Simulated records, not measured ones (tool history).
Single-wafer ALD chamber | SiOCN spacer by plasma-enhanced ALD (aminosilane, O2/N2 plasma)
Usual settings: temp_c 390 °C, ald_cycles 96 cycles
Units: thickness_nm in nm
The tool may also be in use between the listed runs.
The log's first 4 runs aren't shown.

| run | hour | temp_c | ald_cycles | wafers since the last listed run | hours since the last thermocouple change | hours since the gauge calibration | read-back reference wafer on the same gauge, thickness_nm | thickness_nm |
|---|---|---|---|---|---|---|---|---|
| 5 | 192.7 | 387 | 101 | 124 | 585.3 | 1237.1 | 5.430 | 5.316 |
| 6 | 247.5 | 387 | 101 | 107 | 640.1 | 1291.9 | 5.434 | 5.294 |
| 7 | 301.6 | 390 | 96 | 105 | 694.2 | 1346.0 | 5.436 | 5.050 |
| 8 | 394.9 | 390 | 96 | 182 | 787.5 | 1439.3 | 5.446 | 5.057 |
| 9 | 459.8 | 390 | 96 | 127 | 852.4 | 1504.2 | 5.446 | 5.034 |
| 10 | 526.8 | 390 | 96 | 131 | 919.4 | 1571.2 | 5.450 | 5.044 |
| 11 | 556.3 | 390 | 96 | 57 | 948.9 | 1600.7 | 5.452 | 5.049 |
| 12 | 612.1 | 390 | 96 | 109 | 1004.7 | 1656.5 | 5.457 | 5.059 |
| 13 | 653.6 | 390 | 96 | 81 | 1046.2 | 1698.0 | 5.455 | 5.076 |
| 14 | 680.8 | 390 | 96 | 53 | 1073.4 | 1725.2 | 5.458 | 5.043 |
|  | 720.6 | gauge calibrated |
| 15 | 736.7 | 390 | 96 | 109 | 1129.3 | 16.1 | 5.359 | 4.987 |
| 16 | 794.0 | 390 | 96 | 112 | 1186.6 | 73.4 | 5.362 | 4.961 |
| 17 | 839.1 | 390 | 96 | 88 | 1231.7 | 118.5 | 5.365 | 4.994 |
| 18 | 875.4 | 390 | 96 | 71 | 1268.0 | 154.8 | 5.367 | 4.986 |
| 19 | 946.2 | 378 | 77 | 138 | 1338.8 | 225.6 | 5.370 | 3.992 |
| 20 | 978.1 | 377 | 111 | 62 | 1370.7 | 257.5 | 5.373 | 5.764 |

Run 21 comes next. What will it give?
| 21 | 1018.0 | 390 | 96 | 78 | 1410.6 | 297.4 | ? | ? |

{"run 21": {"read-back reference wafer on the same gauge, thickness_nm": 5.375, "thickness_nm": 4.964}}
Without the tool's hidden state the same run would have given thickness_nm 4.959 nm.

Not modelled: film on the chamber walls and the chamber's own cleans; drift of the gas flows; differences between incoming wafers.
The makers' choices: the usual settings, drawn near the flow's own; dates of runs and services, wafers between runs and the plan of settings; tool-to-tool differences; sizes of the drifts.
